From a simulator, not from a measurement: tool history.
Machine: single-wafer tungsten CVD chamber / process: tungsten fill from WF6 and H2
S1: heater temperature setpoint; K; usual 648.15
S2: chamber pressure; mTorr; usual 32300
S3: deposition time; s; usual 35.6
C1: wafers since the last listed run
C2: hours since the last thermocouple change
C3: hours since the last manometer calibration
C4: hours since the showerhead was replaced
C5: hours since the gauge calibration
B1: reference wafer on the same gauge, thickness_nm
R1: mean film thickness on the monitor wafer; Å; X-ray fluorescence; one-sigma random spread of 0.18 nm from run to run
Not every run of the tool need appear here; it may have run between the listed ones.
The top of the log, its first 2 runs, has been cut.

run,hour,S1,S2,S3,C1,C2,C3,C4,C5,B1,R1
3,87.4,648.15,37100,35.6,293,1129.5,969.3,6052.5,563.7,57.969,617.78
4,134.5,655.15,32300,35.6,559,1176.6,1016.4,6099.6,610.8,58.019,673.64
5,176.8,655.15,32300,35.6,502,1218.9,1058.7,6141.9,653.1,57.972,672.35
6,215.3,655.15,32300,35.6,456,1257.4,1097.2,6180.4,691.6,57.984,672.9
7,272,648.15,32300,39.3,673,1314.1,1153.9,6237.1,748.3,57.973,639.76
8,300.2,648.15,32300,35.6,334,1342.3,1182.1,6265.3,776.5,57.994,579.48
9,332.6,648.15,32300,35.6,384,1374.7,1214.5,6297.7,808.9,57.988,583.95
# hour 393.6: thermocouple changed; heater temperature recalibrated
10,402.1,648.15,32300,35.6,730,8.5,1284,6367.2,878.4,57.981,580.48
11,460.1,648.15,35300,35.6,688,66.5,1342,6425.2,936.4,57.998,602.56
# hour 513.1: showerhead replaced
12,513.6,648.15,35300,35.6,540,120,1395.5,0.5,989.9,58.005,606.94
13,570.2,648.15,35300,35.6,671,176.6,1452.1,57.1,1046.5,57.988,605.24
14,634.3,648.15,32300,35.6,760,240.7,1516.2,121.2,1110.6,57.974,578.03
15,695.7,648.15,32300,35.6,728,302.1,1577.6,182.6,1172,58.031,578.99
16,754.4,641.15,25000,35.6,696,360.8,1636.3,241.3,1230.7,58.002,442.87
17,810,654.15,32300,35.6,659,416.4,1691.9,296.9,1286.3,58.026,661.02
18,839.1,648.15,32300,35.6,345,445.5,1721,326,1315.4,58.038,580.56

The next listed run, before its measurement:
19,900.2,652.15,32300,29.9,725,506.6,1782.1,387.1,1376.5,?,?

Run 19 measured B1 58.013, R1 527.36 Å.
On a tool with no hidden condition, and with the same random variation, this run would have come out at R1 527.36 Å.

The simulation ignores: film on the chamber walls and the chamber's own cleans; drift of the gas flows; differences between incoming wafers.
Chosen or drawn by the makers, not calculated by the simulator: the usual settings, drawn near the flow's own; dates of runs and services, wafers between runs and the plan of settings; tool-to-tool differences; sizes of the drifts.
